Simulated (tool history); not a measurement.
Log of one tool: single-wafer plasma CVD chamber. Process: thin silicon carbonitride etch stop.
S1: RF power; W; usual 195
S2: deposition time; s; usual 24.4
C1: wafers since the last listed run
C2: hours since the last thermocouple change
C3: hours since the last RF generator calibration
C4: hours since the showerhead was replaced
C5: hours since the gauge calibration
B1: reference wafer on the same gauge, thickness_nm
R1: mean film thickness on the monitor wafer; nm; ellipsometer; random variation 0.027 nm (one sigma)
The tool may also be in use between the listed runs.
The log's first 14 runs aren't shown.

run    hour   S1    S2    C1     C2      C3      C4     C5      B1      R1
 15   452.9  165  27.3   500   57.8  1865.8  3545.4  666.2  11.393  12.873
 16   479.5  195  24.4   504   84.4  1892.4    3572  692.8  11.399  12.599
 17   498.6  195  24.4   362  103.5  1911.5  3591.1  711.9  11.404  12.619
      529.7  -- RF generator calibrated
 18   530.2  225    26   447  135.1     0.5  3622.7  743.5  11.394  14.342
 19   558.8  180  19.9   542  163.7    29.1  3651.3  772.1  11.399   9.829
 20   580.6  160  21.2   413  185.5    50.9  3673.1  793.9  11.397   9.802
 21   594.4  195  24.4   261  199.3    64.7  3686.9  807.7  11.401   12.61
      617.5  -- showerhead replaced
 22   622.8  230  24.4   386  227.7    93.1     5.3  836.1  11.406  13.617
 23   651.5  165  27.3   544  256.4   121.8      34  864.8  11.406  12.821
 24   671.6  195  24.4   381  276.5   141.9    54.1  884.9  11.398  12.605
      696.5  -- gauge calibrated
 25   701.5  155    26   567  306.4   171.8      84      5  11.394  11.781
 26   787.4  195  27.9  1629  392.3   257.7   169.9   90.9  11.404  14.385
 27   801.9  180  24.4   275  406.8   272.2   184.4  105.4  11.406  12.041
 28   814.4  195  21.2   237  419.3   284.7   196.9  117.9  11.402  11.003
 29   832.4  195  24.4   341  437.3   302.7   214.9  135.9  11.401  12.622
 30   849.5  175    22   324  454.4   319.8     232    153  11.397  10.713
 31   880.4  205  28.3   586  485.3   350.7   262.9  183.9  11.402  14.982
 32   894.2  170  24.4   261  499.1   364.5   276.7  197.7  11.402  11.685
 33   915.1  195  24.4   396    520   385.4   297.6  218.6  11.407  12.615
 34     937  195  24.4   415  541.9   407.3   319.5  240.5    11.4  12.563
 35   967.2  160  28.3   572  572.1   437.5   349.7  270.7  11.411  13.102
 36    1000  195  24.4   622  604.9   470.3   382.5  303.5    11.4  12.578
 37  1026.7  195  28.4   506  631.6     497   409.2  330.2  11.397  14.702

Forecast each of these 3 alternatives for the next run:
  A  1027.1  185  24.4   7  632  497.4  409.6  330.6   ?   ?
  B  1027.1  160  25.6   7  632  497.4  409.6  330.6   ?   ?
  C  1027.1  180  29.1   7  632  497.4  409.6  330.6   ?   ?

run      B1      R1
  A  11.403  12.278
  B  11.403  11.869
  C  11.403  14.429
Without the tool's hidden state the same runs would have given:
run      R1
  A  12.278
  B  11.869
  C  14.429

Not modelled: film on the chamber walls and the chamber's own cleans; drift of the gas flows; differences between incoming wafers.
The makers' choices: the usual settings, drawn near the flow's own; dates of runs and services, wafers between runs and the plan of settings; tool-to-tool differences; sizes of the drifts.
